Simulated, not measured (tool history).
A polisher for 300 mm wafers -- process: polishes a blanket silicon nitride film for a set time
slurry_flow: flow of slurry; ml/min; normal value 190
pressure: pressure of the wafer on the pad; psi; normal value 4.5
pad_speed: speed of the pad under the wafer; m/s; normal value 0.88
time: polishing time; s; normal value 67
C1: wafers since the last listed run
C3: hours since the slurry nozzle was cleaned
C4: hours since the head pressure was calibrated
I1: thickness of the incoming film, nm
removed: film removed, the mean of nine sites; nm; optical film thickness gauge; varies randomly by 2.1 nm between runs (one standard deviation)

{"run": 1, "hour": 0.0, "slurry_flow": 190, "pressure": 4.5, "pad_speed": 0.88, "time": 67, "C1": 0, "wafers polished on this pad": 1384, "C3": 337.4, "C4": 564.1, "I1": 782.5, "removed": 150.7}
{"run": 2, "hour": 48.1, "slurry_flow": 190, "pressure": 4.5, "pad_speed": 0.88, "time": 67, "C1": 392, "wafers polished on this pad": 1776, "C3": 385.5, "C4": 612.2, "I1": 760.7, "removed": 144.9}
{"hour": 91.9, "done": "worn pad replaced by a new one"}
{"run": 3, "hour": 100.2, "slurry_flow": 190, "pressure": 4.5, "pad_speed": 0.88, "time": 67, "C1": 392, "wafers polished on this pad": 67, "C3": 437.6, "C4": 664.3, "I1": 780.7, "removed": 158.1}
{"hour": 145.4, "done": "slurry nozzle cleaned"}
{"run": 4, "hour": 151.5, "slurry_flow": 190, "pressure": 4.5, "pad_speed": 0.88, "time": 67, "C1": 410, "wafers polished on this pad": 478, "C3": 6.1, "C4": 715.6, "I1": 785.4, "removed": 161.1}
{"run": 5, "hour": 211.3, "slurry_flow": 190, "pressure": 4.5, "pad_speed": 0.88, "time": 67, "C1": 487, "wafers polished on this pad": 966, "C3": 65.9, "C4": 775.4, "I1": 774.9, "removed": 156.9}
{"run": 6, "hour": 242.5, "slurry_flow": 190, "pressure": 4.5, "pad_speed": 0.88, "time": 67, "C1": 254, "wafers polished on this pad": 1220, "C3": 97.1, "C4": 806.6, "I1": 775.8, "removed": 155.2}
{"run": 7, "hour": 299.1, "slurry_flow": 190, "pressure": 4.5, "pad_speed": 0.88, "time": 80, "C1": 461, "wafers polished on this pad": 1682, "C3": 153.7, "C4": 863.2, "I1": 758.5, "removed": 175.6}
{"run": 8, "hour": 369.2, "slurry_flow": 190, "pressure": 4.5, "pad_speed": 0.88, "time": 80, "C1": 571, "wafers polished on this pad": 2254, "C3": 223.8, "C4": 933.3, "I1": 770.7, "removed": 168.7}
{"hour": 374.9, "done": "worn pad replaced by a new one"}
{"hour": 408.6, "done": "head pressure recalibrated"}
{"run": 9, "hour": 430.5, "slurry_flow": 190, "pressure": 4.5, "pad_speed": 0.88, "time": 80, "C1": 451, "wafers polished on this pad": 437, "C3": 285.1, "C4": 21.9, "I1": 760, "removed": 188.4}
{"run": 10, "hour": 593.4, "slurry_flow": 190, "pressure": 4.5, "pad_speed": 0.88, "time": 67, "C1": 1329, "wafers polished on this pad": 1766, "C3": 448, "C4": 184.8, "I1": 783.5, "removed": 147.6}
{"hour": 625.8, "done": "worn pad replaced by a new one"}
{"hour": 637.7, "done": "slurry nozzle cleaned"}
{"run": 11, "hour": 645.5, "slurry_flow": 190, "pressure": 4.5, "pad_speed": 0.88, "time": 67, "C1": 384, "wafers polished on this pad": 152, "C3": 7.8, "C4": 236.9, "I1": 779, "removed": 158.4}
{"run": 12, "hour": 701.0, "slurry_flow": 190, "pressure": 4.5, "pad_speed": 0.88, "time": 67, "C1": 452, "wafers polished on this pad": 605, "C3": 63.3, "C4": 292.4, "I1": 761.9, "removed": 156.3}
{"run": 13, "hour": 771.7, "slurry_flow": 190, "pressure": 4.5, "pad_speed": 0.88, "time": 67, "C1": 576, "wafers polished on this pad": 1182, "C3": 134, "C4": 363.1, "I1": 771.2, "removed": 150.3}
{"run": 14, "hour": 806.1, "slurry_flow": 135, "pressure": 4, "pad_speed": 0.68, "time": 52, "C1": 280, "wafers polished on this pad": 1463, "C3": 168.4, "C4": 397.5, "I1": 766.9, "removed": 81.3}
{"run": 15, "hour": 847.8, "slurry_flow": 190, "pressure": 4.5, "pad_speed": 0.76, "time": 67, "C1": 340, "wafers polished on this pad": 1803, "C3": 210.1, "C4": 439.2, "I1": 760.6, "removed": 130.1}
{"run": 16, "hour": 898.5, "slurry_flow": 190, "pressure": 3.4, "pad_speed": 0.8, "time": 67, "C1": 413, "wafers polished on this pad": 2216, "C3": 260.8, "C4": 489.9, "I1": 776.5, "removed": 104.8}
{"hour": 920.5, "done": "worn pad replaced by a new one"}
{"run": 17, "hour": 926.4, "slurry_flow": 190, "pressure": 4.5, "pad_speed": 0.88, "time": 67, "C1": 195, "wafers polished on this pad": 48, "C3": 288.7, "C4": 517.8, "I1": 768.3, "removed": 160.6}
{"run": 18, "hour": 951.7, "slurry_flow": 190, "pressure": 4.5, "pad_speed": 0.88, "time": 67, "C1": 206, "wafers polished on this pad": 254, "C3": 314, "C4": 543.1, "I1": 778, "removed": 157.3}
{"run": 19, "hour": 1001.9, "slurry_flow": 230, "pressure": 4.5, "pad_speed": 0.88, "time": 54, "C1": 409, "wafers polished on this pad": 664, "C3": 364.2, "C4": 593.3, "I1": 766.5, "removed": 127.9}
{"run": 20, "hour": 1052.1, "slurry_flow": 190, "pressure": 4.5, "pad_speed": 1.02, "time": 45, "C1": 409, "wafers polished on this pad": 1074, "C3": 414.4, "C4": 643.5, "I1": 756.9, "removed": 118.1}
{"hour": 1085.7, "done": "slurry nozzle cleaned"}
{"run": 21, "hour": 1095.0, "slurry_flow": 190, "pressure": 4.5, "pad_speed": 0.68, "time": 67, "C1": 341, "wafers polished on this pad": 1415, "C3": 9.3, "C4": 686.4, "I1": 765.9, "removed": 120.3}
{"run": 22, "hour": 1135.1, "slurry_flow": 140, "pressure": 5.8, "pad_speed": 0.6, "time": 89, "C1": 327, "wafers polished on this pad": 1743, "C3": 49.4, "C4": 726.5, "I1": 785.3, "removed": 162.9}
{"run": 23, "hour": 1205.4, "slurry_flow": 190, "pressure": 4.5, "pad_speed": 0.88, "time": 87, "C1": 573, "wafers polished on this pad": 2316, "C3": 119.7, "C4": 796.8, "I1": 773.5, "removed": 177.1}
{"hour": 1228.1, "done": "worn pad replaced by a new one"}
{"run": 24, "hour": 1260.9, "slurry_flow": 190, "pressure": 4.5, "pad_speed": 0.88, "time": 67, "C1": 420, "wafers polished on this pad": 267, "C3": 175.2, "C4": 852.3, "I1": 772.2, "removed": 161.1}
{"run": 25, "hour": 1316.7, "slurry_flow": 190, "pressure": 3.1, "pad_speed": 1.12, "time": 67, "C1": 455, "wafers polished on this pad": 723, "C3": 231, "C4": 908.1, "I1": 779.5, "removed": 150.7}
{"run": 26, "hour": 1354.0, "slurry_flow": 190, "pressure": 3.3, "pad_speed": 0.88, "time": 67, "C1": 304, "wafers polished on this pad": 1027, "C3": 268.3, "C4": 945.4, "I1": 768.8, "removed": 128.4}

4 options for the next run, each taken on its own from the tool as it stands now. Forecast them:
{"run": "A", "hour": 1354.4, "slurry_flow": 190, "pressure": 4.5, "pad_speed": 0.88, "time": 81, "C1": 3, "wafers polished on this pad": 1030, "C3": 268.7, "C4": 945.8, "I1": 767.4, "removed": "?"}
{"run": "B", "hour": 1354.4, "slurry_flow": 230, "pressure": 3.3, "pad_speed": 0.88, "time": 67, "C1": 3, "wafers polished on this pad": 1030, "C3": 268.7, "C4": 945.8, "I1": 767.4, "removed": "?"}
{"run": "C", "hour": 1354.4, "slurry_flow": 210, "pressure": 5.2, "pad_speed": 0.96, "time": 86, "C1": 3, "wafers polished on this pad": 1030, "C3": 268.7, "C4": 945.8, "I1": 767.4, "removed": "?"}
{"run": "D", "hour": 1354.4, "slurry_flow": 170, "pressure": 5.4, "pad_speed": 0.88, "time": 67, "C1": 3, "wafers polished on this pad": 1030, "C3": 268.7, "C4": 945.8, "I1": 767.4, "removed": "?"}

run=A removed=187.1
run=B removed=130.2
run=C removed=238.9
run=D removed=172.6
Take away the tool's hidden state, keep each run's random variation, and the runs would have read:
run=A removed=192.5
run=B removed=134
run=C removed=245.8
run=D removed=177.5

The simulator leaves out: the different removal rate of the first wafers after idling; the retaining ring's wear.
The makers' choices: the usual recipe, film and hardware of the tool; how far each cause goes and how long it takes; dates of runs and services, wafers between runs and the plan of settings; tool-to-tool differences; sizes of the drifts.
